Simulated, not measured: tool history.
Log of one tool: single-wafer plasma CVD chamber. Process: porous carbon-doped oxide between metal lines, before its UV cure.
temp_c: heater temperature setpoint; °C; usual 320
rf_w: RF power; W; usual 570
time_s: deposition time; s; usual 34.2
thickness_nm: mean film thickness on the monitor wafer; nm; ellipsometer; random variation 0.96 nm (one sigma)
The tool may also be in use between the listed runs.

run    hour  temp_c  rf_w  time_s  read-back reference wafer on the same gauge, thickness_nm  thickness_nm
  1     0.0     320   570    34.2                                                    179.746       174.156
  2    54.2     320   570    34.2                                                    179.653       172.828
  3   104.3     320   570    34.2                                                    180.195       173.014
  4   134.9     312   570    34.2                                                    179.932       179.377
  5   160.9     320   570    39.0                                                    180.023       195.361
  6   206.9     320   570    39.0                                                    180.001       194.967
  7   326.9     320   570    39.0                                                    180.081       194.149
  8   356.8     320   570    34.2                                                    179.965       170.108
  9   425.9     320   570    34.2                                                    180.200       167.013
 10   463.1     320   570    34.2                                                    180.069       167.112
 11   494.7     320   570    34.2                                                    179.900       169.684
 12   545.0     320   595    34.2                                                    180.098       174.816
 13   575.8     320   595    34.2                                                    179.856       175.147
      596.0  -- showerhead replaced
 14   627.8     320   595    34.2                                                    180.148       175.642
 15   674.1     320   570    34.2                                                    180.290       169.638
      689.3  -- gauge calibrated
 16   701.5     320   570    40.9                                                    179.705       200.607
 17   807.7     320   570    34.2                                                    179.881       166.676
 18   853.3     327   570    37.3                                                    180.018       176.141
 19   919.4     320   570    34.2                                                    180.127       168.259
 20   949.9     320   570    34.2                                                    179.782       167.940
 21   978.0     320   515    40.7                                                    179.979       182.039
      986.5  -- RF generator calibrated
 22  1049.5     320   570    29.1                                                    180.244       152.297
 23  1087.2     311   570    38.5                                                    179.803       208.285
     1162.5  -- thermocouple changed; heater temperature recalibrated
 24  1163.0     320   570    34.2                                                    179.960       171.933
 25  1228.1     314   570    34.2                                                    180.269       176.310
 26  1280.2     320   570    34.2                                                    179.954       169.858
 27  1321.3     320   570    34.2                                                    179.948       167.698
 28  1379.6     320   670    39.1                                                    180.015       222.399
 29  1440.9     307   475    34.2                                                    180.063       150.456
 30  1497.9     315   535    38.2                                                    180.089       181.423
 31  1528.6     306   610    29.9                                                    180.128       166.038
 32  1567.0     312   495    30.4                                                    180.288       135.515
 33  1619.9     320   570    34.2                                                    179.891       169.098
 34  1707.5     320   515    40.7                                                    180.136       181.758
 35  1740.8     311   465    30.0                                                    179.866       126.571

Forecast each of these 3 alternatives for the next run:
  A  1741.2     328   570    34.2                                                          ?             ?
  B  1741.2     327   680    39.7                                                          ?             ?
  C  1741.2     307   570    31.3                                                          ?             ?

run  read-back reference wafer on the same gauge, thickness_nm  thickness_nm
  A                                                    179.607       163.242
  B                                                    179.607       219.093
  C                                                    179.607       164.997
Without the tool's hidden state the same runs would have given:
run  thickness_nm
  A       170.460
  B       228.381
  C       171.906
